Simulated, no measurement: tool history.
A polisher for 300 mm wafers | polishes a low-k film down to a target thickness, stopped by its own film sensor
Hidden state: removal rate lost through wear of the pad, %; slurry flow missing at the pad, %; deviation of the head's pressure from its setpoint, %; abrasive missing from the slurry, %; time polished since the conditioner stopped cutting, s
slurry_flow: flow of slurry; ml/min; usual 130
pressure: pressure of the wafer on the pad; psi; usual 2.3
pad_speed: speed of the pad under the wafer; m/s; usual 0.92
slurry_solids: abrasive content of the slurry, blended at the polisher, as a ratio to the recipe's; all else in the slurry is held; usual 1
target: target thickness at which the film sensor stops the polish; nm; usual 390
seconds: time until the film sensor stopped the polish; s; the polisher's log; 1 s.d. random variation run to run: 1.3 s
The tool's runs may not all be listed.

run	day	slurry_flow	pressure	pad_speed	slurry_solids	target	wafers since the last listed run	wafers polished on this pad	hours since the slurry nozzle was cleaned	hours since the head pressure was calibrated	hours since the slurry blender was calibrated	hours since the conditioning disc was replaced	incoming thickness of the incoming film, nm	seconds
1	0	130	2.3	0.92	1	390	0	1088	644.6	729.4	96.3	188.7	436.8	130.6
# day 1.242: conditioning disc replaced and pad reconditioned
2	1.354	130	2.3	0.92	1	390	289	1377	677.1	761.9	128.8	2.7	422.5	90.7
# day 1.667: worn pad replaced by a new one
3	1.979	130	2.3	0.92	1	390	104	71	692.1	776.9	143.8	17.7	424.8	96.6
# day 2.971: slurry blender recalibrated
4	2.992	130	2.3	0.92	0.9	390	211	283	716.4	801.2	0.5	42	431	119
5	4.221	130	2.3	0.92	0.9	390	279	562	745.9	830.7	30	71.5	419.9	87.2
6	4.875	165	2.1	0.92	1	390	148	711	761.6	846.4	45.7	87.2	428.4	113
7	5.571	130	2.3	0.92	1	390	158	870	778.3	863.1	62.4	103.9	428.8	110
8	6.517	130	2.3	0.92	1	390	215	1085	801	885.8	85.1	126.6	433.2	120.9
9	7.283	130	3	1.14	1	390	174	1260	819.4	904.2	103.5	145	431	77
# day 7.696: slurry nozzle cleaned
10	7.796	160	2.9	1.06	1.2	390	107	1367	2.4	916.5	115.8	157.3	425.6	64.6
11	8.492	130	2.3	0.92	1	390	158	1525	19.1	933.2	132.5	174	435.7	128.2
# day 8.612: head pressure recalibrated
# day 9.417: worn pad replaced by a new one
# day 9.442: conditioning disc replaced and pad reconditioned
12	9.504	130	2.3	0.92	1	390	167	13	43.4	21.4	156.8	1.5	434.9	116.9
13	10.017	130	2.3	1.04	1	400	116	130	55.7	33.7	169.1	13.8	432.5	80.3
# day 10.6: slurry blender recalibrated
14	11.412	130	2.3	0.92	1	390	298	429	89.2	67.2	19.5	47.3	429.7	105.2
15	12.146	130	2.3	0.92	1	390	166	596	106.8	84.8	37.1	64.9	426.1	95.6
16	12.971	130	2.1	1.18	1	390	187	784	126.6	104.6	56.9	84.7	432.5	109.8
17	13.512	130	2.5	0.82	1	390	123	907	139.6	117.6	69.9	97.7	434.5	117.2
18	14.162	175	1.7	0.92	1	402	147	1055	155.2	133.2	85.5	113.3	432.7	103.6
19	15.096	130	2.7	1.1	1	379	212	1267	177.6	155.6	107.9	135.7	429.3	104
# day 16.142: worn pad replaced by a new one
20	16.212	130	2.5	0.92	1.25	383	216	16	204.4	182.4	134.7	162.5	427.2	104.4
# day 16.488: slurry blender recalibrated
21	17.154	110	2.3	0.92	1	384	195	211	227	205	16	185.1	432.8	138.5
# day 17.638: conditioning disc replaced and pad reconditioned
22	17.733	95	2.3	0.92	1	390	112	324	240.9	218.9	29.9	2.3	434.1	131

Expected results for the next run?
23	18.508	175	2.9	0.92	1	390	176	501	259.5	237.5	48.5	20.9	433.5	?

seconds: 89.7 s
With the hidden condition absent and the run-to-run variation left alone, this run would have shown seconds 85.7 s.
